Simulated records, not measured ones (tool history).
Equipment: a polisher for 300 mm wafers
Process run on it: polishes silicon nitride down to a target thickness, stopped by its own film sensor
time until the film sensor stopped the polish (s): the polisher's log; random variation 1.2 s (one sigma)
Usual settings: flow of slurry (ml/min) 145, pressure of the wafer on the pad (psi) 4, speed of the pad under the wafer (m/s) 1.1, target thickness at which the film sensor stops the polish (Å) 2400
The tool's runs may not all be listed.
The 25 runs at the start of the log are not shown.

run,hour,flow of slurry (ml/min),pressure of the wafer on the pad (psi),speed of the pad under the wafer (m/s),target thickness at which the film sensor stops the polish (Å),wafers since the last listed run,wafers polished on this pad,hours since the slurry nozzle was cleaned,hours since the head pressure was calibrated,"incoming thickness of the incoming film, nm",time until the film sensor stopped the polish (s)
26,310.6,145,4,1.32,2630,53,60,36.7,161,381.4,48.4
27,319.1,110,3.1,0.78,2400,113,174,45.2,169.5,378.8,119.9
28,336.2,145,5.1,0.88,2400,229,403,62.3,186.6,377,63.1
29,351.8,145,4,1.1,2400,208,612,77.9,202.2,379.6,70.1
30,361.4,170,4.9,1.1,2630,128,741,87.5,211.8,374.4,44
31,379.4,130,4,1.1,2400,241,982,105.5,229.8,380,71.9
32,386.9,130,3.4,0.74,2600,100,1083,113,237.3,376.5,98.8
# hour 400.7: worn pad replaced by a new one
33,401.2,130,2.9,1.1,2690,137,7,127.3,251.6,382.9,76.2
34,414.7,145,4,1.1,2400,180,187,140.8,265.1,380.3,70
35,426.4,160,4,0.86,2400,156,344,152.5,276.8,375.5,78.3
36,433.6,180,4,1.1,2400,96,441,159.7,284,377.2,64.5
37,440.6,145,4,1.1,2400,93,534,166.7,291,388.5,73.2

Predict each of these 4 candidate next runs independently; none follows another, all start after run 37:
A,441,145,4,1.1,2400,5,540,167.1,291.4,378.8,?
B,441,115,4,0.9,2400,5,540,167.1,291.4,378.8,?
C,441,145,3.3,1.2,2040,5,540,167.1,291.4,378.8,?
D,441,125,3,1.1,2400,5,540,167.1,291.4,378.8,?

run,time until the film sensor stopped the polish (s)
A,71
B,87.8
C,101
D,97.6
With the hidden condition removed and each run's random variation left untouched, the same runs would have given:
run,time until the film sensor stopped the polish (s)
A,67.5
B,83.4
C,96
D,92.7

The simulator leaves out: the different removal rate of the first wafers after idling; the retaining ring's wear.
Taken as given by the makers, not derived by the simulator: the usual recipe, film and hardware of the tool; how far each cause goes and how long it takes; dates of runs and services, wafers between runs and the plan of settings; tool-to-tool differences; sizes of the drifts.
